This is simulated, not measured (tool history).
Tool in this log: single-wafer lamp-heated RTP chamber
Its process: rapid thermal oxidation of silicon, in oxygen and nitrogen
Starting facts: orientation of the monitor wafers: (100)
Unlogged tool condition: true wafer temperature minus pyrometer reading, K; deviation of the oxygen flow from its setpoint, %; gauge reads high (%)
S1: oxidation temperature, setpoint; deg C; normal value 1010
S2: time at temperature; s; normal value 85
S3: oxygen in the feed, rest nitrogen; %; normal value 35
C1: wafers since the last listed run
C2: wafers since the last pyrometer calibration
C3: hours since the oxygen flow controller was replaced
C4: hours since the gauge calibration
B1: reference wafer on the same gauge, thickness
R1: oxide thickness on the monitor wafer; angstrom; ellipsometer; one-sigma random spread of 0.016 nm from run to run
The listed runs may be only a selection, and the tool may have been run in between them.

Run 1, hour 0.0: usual settings; C1 0; C2 1555; C3 5045.4; C4 205.9; B1 4.459. Result: R1 49.51 angstrom.
At hour 3.8: gauge calibrated.
At hour 4.8: pyrometer window cleaned and pyrometer calibrated.
Run 2, hour 11.6: usual settings; C1 54; C2 54; C3 5057.0; C4 7.8; B1 4.461. Result: R1 49.68 angstrom.
Run 3, hour 29.6: usual settings but S1 1019 deg C, S2 108 s; C1 143; C2 197; C3 5075.0; C4 25.8; B1 4.463. Result: R1 58.57 angstrom.
Run 4, hour 46.7: usual settings but S1 1019 deg C, S2 108 s; C1 136; C2 334; C3 5092.1; C4 42.9; B1 4.459. Result: R1 58.43 angstrom.
Run 5, hour 61.8: usual settings but S1 1032 deg C, S2 67 s; C1 120; C2 454; C3 5107.2; C4 58.0; B1 4.460. Result: R1 52.09 angstrom.
Run 6, hour 76.4: usual settings but S1 1032 deg C, S2 67 s; C1 116; C2 571; C3 5121.8; C4 72.6; B1 4.460. Result: R1 51.88 angstrom.
Run 7, hour 92.9: usual settings but S1 1027 deg C; C1 131; C2 702; C3 5138.3; C4 89.1; B1 4.462. Result: R1 55.79 angstrom.
Run 8, hour 101.8: usual settings but S1 1027 deg C; C1 71; C2 773; C3 5147.2; C4 98.0; B1 4.460. Result: R1 55.50 angstrom.
Run 9, hour 113.1: usual settings; C1 90; C2 864; C3 5158.5; C4 109.3; B1 4.462. Result: R1 49.20 angstrom.
At hour 127.6: oxygen flow controller replaced.
Run 10, hour 128.1: usual settings but S3 49 %; C1 55; C2 920; C3 0.5; C4 124.3; B1 4.460. Result: R1 55.69 angstrom.
Run 11, hour 132.6: usual settings but S1 996 deg C, S2 116 s; C1 35; C2 955; C3 5.0; C4 128.8; B1 4.459. Result: R1 51.12 angstrom.
Run 12, hour 145.1: usual settings but S1 996 deg C, S2 116 s; C1 99; C2 1055; C3 17.5; C4 141.3; B1 4.460. Result: R1 51.16 angstrom.
Run 13, hour 157.6: usual settings; C1 99; C2 1155; C3 30.0; C4 153.8; B1 4.461. Result: R1 49.43 angstrom.
Run 14, hour 164.2: usual settings; C1 52; C2 1208; C3 36.6; C4 160.4; B1 4.461. Result: R1 49.63 angstrom.
Run 15, hour 180.0: usual settings but S1 998 deg C; C1 126; C2 1334; C3 52.4; C4 176.2; B1 4.457. Result: R1 45.62 angstrom.
Run 16, hour 187.1: usual settings but S1 1029 deg C; C1 56; C2 1390; C3 59.5; C4 183.3; B1 4.460. Result: R1 56.30 angstrom.
Run 17, hour 204.0: usual settings but S1 1032 deg C, S3 46 %; C1 134; C2 1525; C3 76.4; C4 200.2; B1 4.459. Result: R1 63.17 angstrom.
Run 18, hour 210.6: usual settings but S1 1034 deg C; C1 52; C2 1578; C3 83.0; C4 206.8; B1 4.459. Result: R1 58.39 angstrom.
At hour 224.8: pyrometer window cleaned and pyrometer calibrated.
Run 19, hour 226.9: usual settings but S3 17 %; C1 66; C2 16; C3 99.3; C4 223.1; B1 4.460. Result: R1 39.35 angstrom.
Run 20, hour 236.6: usual settings but S2 57 s, S3 62 %; C1 77; C2 94; C3 109.0; C4 232.8; B1 4.460. Result: R1 50.60 angstrom.
At hour 246.9: gauge calibrated.
Run 21, hour 250.6: usual settings but S1 1001 deg C; C1 111; C2 205; C3 123.0; C4 3.7; B1 4.459. Result: R1 46.64 angstrom.
Run 22, hour 265.4: usual settings; C1 118; C2 323; C3 137.8; C4 18.5; B1 4.457. Result: R1 49.40 angstrom.
Run 23, hour 275.3: usual settings; C1 79; C2 402; C3 147.7; C4 28.4; B1 4.460. Result: R1 49.71 angstrom.
Run 24, hour 291.0: usual settings; C1 125; C2 528; C3 163.4; C4 44.1; B1 4.461. Result: R1 49.55 angstrom.
Run 25, hour 300.4: usual settings but S1 981 deg C, S2 101 s, S3 23 %; C1 75; C2 603; C3 172.8; C4 53.5; B1 4.461. Result: R1 38.49 angstrom.
Run 26, hour 316.6: usual settings but S1 1025 deg C, S2 102 s, S3 17 %; C1 129; C2 732; C3 189.0; C4 69.7; B1 4.461. Result: R1 46.51 angstrom.
Run 27, hour 331.9: usual settings but S1 1039 deg C; C1 122; C2 854; C3 204.3; C4 85.0; B1 4.461. Result: R1 60.42 angstrom.
Run 28, hour 343.4: usual settings but S1 1032 deg C, S3 46 %; C1 91; C2 946; C3 215.8; C4 96.5; B1 4.459. Result: R1 63.49 angstrom.

The tool's hidden state at each run:
true wafer temperature minus pyrometer reading, K: 0 at every run
deviation of the oxygen flow from its setpoint, %: 0 at every run
gauge reads high (%): 0 at every run

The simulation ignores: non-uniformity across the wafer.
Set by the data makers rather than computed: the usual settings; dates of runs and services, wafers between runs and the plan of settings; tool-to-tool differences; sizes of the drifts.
